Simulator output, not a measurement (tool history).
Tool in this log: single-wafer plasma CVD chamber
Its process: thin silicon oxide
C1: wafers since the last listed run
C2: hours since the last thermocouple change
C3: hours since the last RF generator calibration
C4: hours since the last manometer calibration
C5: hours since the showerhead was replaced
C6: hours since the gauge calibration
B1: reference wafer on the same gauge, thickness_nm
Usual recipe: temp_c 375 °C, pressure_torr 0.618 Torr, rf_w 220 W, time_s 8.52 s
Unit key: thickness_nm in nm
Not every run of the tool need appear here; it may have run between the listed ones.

Run 1, hour 0.0: usual settings but pressure_torr 0.521 Torr, rf_w 250 W; C1 0; C2 362.3; C3 213.4; C4 1106.2; C5 1599.4; C6 757.4; B1 9.297. Result: thickness_nm 10.944 nm.
Run 2, hour 54.1: usual settings but pressure_torr 0.521 Torr, rf_w 250 W; C1 1270; C2 416.4; C3 267.5; C4 1160.3; C5 1653.5; C6 811.5; B1 9.307. Result: thickness_nm 10.987 nm.
Run 3, hour 114.6: usual settings but pressure_torr 0.521 Torr, rf_w 250 W; C1 1420; C2 476.9; C3 328.0; C4 1220.8; C5 1714.0; C6 872.0; B1 9.302. Result: thickness_nm 10.951 nm.
Run 4, hour 162.6: usual settings but time_s 7.80 s; C1 1126; C2 524.9; C3 376.0; C4 1268.8; C5 1762.0; C6 920.0; B1 9.300. Result: thickness_nm 11.061 nm.
At hour 240.2: gauge calibrated.
Run 5, hour 250.3: usual settings but time_s 7.80 s; C1 2058; C2 612.6; C3 463.7; C4 1356.5; C5 1849.7; C6 10.1; B1 9.297. Result: thickness_nm 11.041 nm.
Run 6, hour 300.7: usual settings but time_s 7.80 s; C1 1183; C2 663.0; C3 514.1; C4 1406.9; C5 1900.1; C6 60.5; B1 9.307. Result: thickness_nm 11.129 nm.
Run 7, hour 355.2: usual settings; C1 1279; C2 717.5; C3 568.6; C4 1461.4; C5 1954.6; C6 115.0; B1 9.310. Result: thickness_nm 12.134 nm.
Run 8, hour 454.8: usual settings; C1 2338; C2 817.1; C3 668.2; C4 1561.0; C5 2054.2; C6 214.6; B1 9.296. Result: thickness_nm 12.131 nm.
Run 9, hour 584.7: usual settings but pressure_torr 0.660 Torr; C1 3049; C2 947.0; C3 798.1; C4 1690.9; C5 2184.1; C6 344.5; B1 9.305. Result: thickness_nm 12.866 nm.
Run 10, hour 683.8: usual settings but pressure_torr 0.660 Torr; C1 2326; C2 1046.1; C3 897.2; C4 1790.0; C5 2283.2; C6 443.6; B1 9.307. Result: thickness_nm 12.948 nm.
At hour 709.5: capacitance manometer re-zeroed and calibrated.
Run 11, hour 791.0: usual settings but pressure_torr 0.660 Torr; C1 2328; C2 1153.3; C3 1004.4; C4 81.5; C5 2390.4; C6 550.8; B1 9.304. Result: thickness_nm 12.215 nm.
Run 12, hour 871.9: usual settings but time_s 7.86 s; C1 1899; C2 1234.2; C3 1085.3; C4 162.4; C5 2471.3; C6 631.7; B1 9.297. Result: thickness_nm 10.593 nm.
Run 13, hour 932.7: usual settings but pressure_torr 0.521 Torr, rf_w 250 W; C1 1427; C2 1295.0; C3 1146.1; C4 223.2; C5 2532.1; C6 692.5; B1 9.303. Result: thickness_nm 10.452 nm.
Run 14, hour 981.5: usual settings but pressure_torr 0.578 Torr; C1 1145; C2 1343.8; C3 1194.9; C4 272.0; C5 2580.9; C6 741.3; B1 9.296. Result: thickness_nm 10.849 nm.
At hour 1002.2: thermocouple changed; heater temperature recalibrated.
At hour 1039.5: showerhead replaced.
Run 15, hour 1040.0: usual settings but pressure_torr 0.676 Torr, time_s 9.73 s; C1 997; C2 37.8; C3 1253.4; C4 330.5; C5 0.5; C6 799.8; B1 9.301. Result: thickness_nm 14.305 nm.
Run 16, hour 1084.0: usual settings but temp_c 385 °C, pressure_torr 0.516 Torr, rf_w 235 W, time_s 9.69 s; C1 1032; C2 81.8; C3 1297.4; C4 374.5; C5 44.5; C6 843.8; B1 9.295. Result: thickness_nm 11.351 nm.
At hour 1170.6: RF generator calibrated.
Run 17, hour 1184.8: usual settings but rf_w 260 W; C1 2178; C2 182.6; C3 14.2; C4 475.3; C5 145.3; C6 944.6; B1 9.307. Result: thickness_nm 13.346 nm.
At hour 1221.8: gauge calibrated.
Run 18, hour 1244.8: usual settings but temp_c 370 °C, pressure_torr 0.508 Torr; C1 1408; C2 242.6; C3 74.2; C4 535.3; C5 205.3; C6 23.0; B1 9.287. Result: thickness_nm 9.945 nm.
Run 19, hour 1345.6: usual settings; C1 2366; C2 343.4; C3 175.0; C4 636.1; C5 306.1; C6 123.8; B1 9.289. Result: thickness_nm 12.213 nm.
Run 20, hour 1421.2: usual settings; C1 1774; C2 419.0; C3 250.6; C4 711.7; C5 381.7; C6 199.4; B1 9.295. Result: thickness_nm 12.187 nm.
Run 21, hour 1497.5: usual settings but temp_c 387 °C; C1 1791; C2 495.3; C3 326.9; C4 788.0; C5 458.0; C6 275.7; B1 9.296. Result: thickness_nm 12.097 nm.
Run 22, hour 1533.8: usual settings; C1 852; C2 531.6; C3 363.2; C4 824.3; C5 494.3; C6 312.0; B1 9.306. Result: thickness_nm 12.238 nm.

4 options for the next run, each taken on its own from the tool as it stands now. Forecast them:
Run A, hour 1534.2: usual settings; C1 9; C2 532.0; C3 363.6; C4 824.7; C5 494.7; C6 312.4; B1 ?. Result: thickness_nm ?.
Run B, hour 1534.2: usual settings but temp_c 367 °C; C1 9; C2 532.0; C3 363.6; C4 824.7; C5 494.7; C6 312.4; B1 ?. Result: thickness_nm ?.
Run C, hour 1534.2: usual settings but temp_c 365 °C, rf_w 260 W; C1 9; C2 532.0; C3 363.6; C4 824.7; C5 494.7; C6 312.4; B1 ?. Result: thickness_nm ?.
Run D, hour 1534.2: usual settings but temp_c 370 °C; C1 9; C2 532.0; C3 363.6; C4 824.7; C5 494.7; C6 312.4; B1 ?. Result: thickness_nm ?.

run     B1  thickness_nm
  A  9.301        12.273
  B  9.301        12.332
  C  9.301        13.477
  D  9.301        12.310
Without the tool's unlogged condition, the same runs would have read:
run  thickness_nm
  A        11.580
  B        11.636
  C        12.713
  D        11.615
